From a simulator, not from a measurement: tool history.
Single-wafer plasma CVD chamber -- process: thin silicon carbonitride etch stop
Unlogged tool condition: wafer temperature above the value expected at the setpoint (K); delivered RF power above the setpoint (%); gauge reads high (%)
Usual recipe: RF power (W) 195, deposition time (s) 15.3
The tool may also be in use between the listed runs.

run,hour,RF power (W),deposition time (s),wafers since the last listed run,hours since the last thermocouple change,hours since the last RF generator calibration,hours since the showerhead was replaced,hours since the gauge calibration,"read-back reference wafer on the same gauge, thickness_nm",mean film thickness on the monitor wafer (nm)
1,0.0,195,15.3,0,1706.8,286.5,2569.1,444.4,9.674,8.861
2,61.3,195,15.3,1496,1768.1,347.8,2630.4,505.7,9.680,8.826
3,117.3,195,15.3,1366,1824.1,403.8,2686.4,561.7,9.675,8.838
4,148.0,195,15.3,749,1854.8,434.5,2717.1,592.4,9.668,8.794
5,197.4,195,15.3,1205,1904.2,483.9,2766.5,641.8,9.674,8.810
6,244.9,195,15.3,1159,1951.7,531.4,2814.0,689.3,9.672,8.801
# hour 303.4: showerhead replaced
7,303.9,210,15.3,1244,2010.7,590.4,0.5,748.3,9.678,8.886
8,346.0,210,15.3,1027,2052.8,632.5,42.6,790.4,9.671,8.913
# hour 383.4: thermocouple changed; heater temperature recalibrated
9,393.1,210,15.3,954,9.7,679.6,89.7,837.5,9.659,8.945
10,438.6,195,14.4,1110,55.2,725.1,135.2,883.0,9.680,8.206
11,491.5,195,14.4,1291,108.1,778.0,188.1,935.9,9.667,8.225
12,524.1,170,17.2,795,140.7,810.6,220.7,968.5,9.667,9.596
13,562.2,170,17.2,929,178.8,848.7,258.8,1006.6,9.667,9.552
14,595.0,195,16.6,800,211.6,881.5,291.6,1039.4,9.661,9.519
15,632.1,160,15.3,905,248.7,918.6,328.7,1076.5,9.670,8.344
16,701.6,195,15.3,1696,318.2,988.1,398.2,1146.0,9.676,8.827
17,767.4,210,15.3,1606,384.0,1053.9,464.0,1211.8,9.675,8.953
18,837.6,195,15.3,1713,454.2,1124.1,534.2,1282.0,9.671,8.832
19,899.2,175,14.3,1503,515.8,1185.7,595.8,1343.6,9.676,7.994
# hour 915.1: RF generator calibrated
20,949.5,195,15.3,1032,566.1,34.4,646.1,1393.9,9.661,8.909
21,985.0,175,16.3,866,601.6,69.9,681.6,1429.4,9.671,9.214
22,1125.3,180,17.6,3424,741.9,210.2,821.9,1569.7,9.662,9.930
23,1178.3,180,17.6,1293,794.9,263.2,874.9,1622.7,9.673,9.989
24,1248.7,165,15.3,1718,865.3,333.6,945.3,1693.1,9.671,8.448
25,1275.5,195,15.3,654,892.1,360.4,972.1,1719.9,9.683,8.782
26,1333.8,195,18.2,1423,950.4,418.7,1030.4,1778.2,9.663,10.468
27,1361.0,210,13.0,663,977.6,445.9,1057.6,1805.4,9.664,7.635
# hour 1381.2: gauge calibrated
28,1429.0,225,16.4,1659,1045.6,513.9,1125.6,47.8,9.671,9.769
29,1453.5,160,14.1,598,1070.1,538.4,1150.1,72.3,9.671,7.764
30,1516.8,195,15.3,1545,1133.4,601.7,1213.4,135.6,9.673,8.811
31,1577.8,175,13.3,1488,1194.4,662.7,1274.4,196.6,9.664,7.418
32,1681.8,195,13.4,2538,1298.4,766.7,1378.4,300.6,9.679,7.671
33,1748.8,215,14.2,1635,1365.4,833.7,1445.4,367.6,9.671,8.296
34,1785.3,225,17.1,890,1401.9,870.2,1481.9,404.1,9.666,10.160
35,1846.1,170,13.2,1484,1462.7,931.0,1542.7,464.9,9.667,7.298

Alternative continuations, all from the tool just after run 35; predict every row:
A,1846.5,195,17.3,9,1463.1,931.4,1543.1,465.3,?,?
B,1846.5,225,14.5,9,1463.1,931.4,1543.1,465.3,?,?
C,1846.5,220,14.2,9,1463.1,931.4,1543.1,465.3,?,?
D,1846.5,195,13.1,9,1463.1,931.4,1543.1,465.3,?,?
E,1846.5,180,14.5,9,1463.1,931.4,1543.1,465.3,?,?

run,"read-back reference wafer on the same gauge, thickness_nm",mean film thickness on the monitor wafer (nm)
A,9.658,9.972
B,9.658,8.654
C,9.658,8.428
D,9.658,7.551
E,9.658,8.200
With no hidden state in the tool, these same runs would have given:
run,mean film thickness on the monitor wafer (nm)
A,10.144
B,8.803
C,8.574
D,7.682
E,8.342
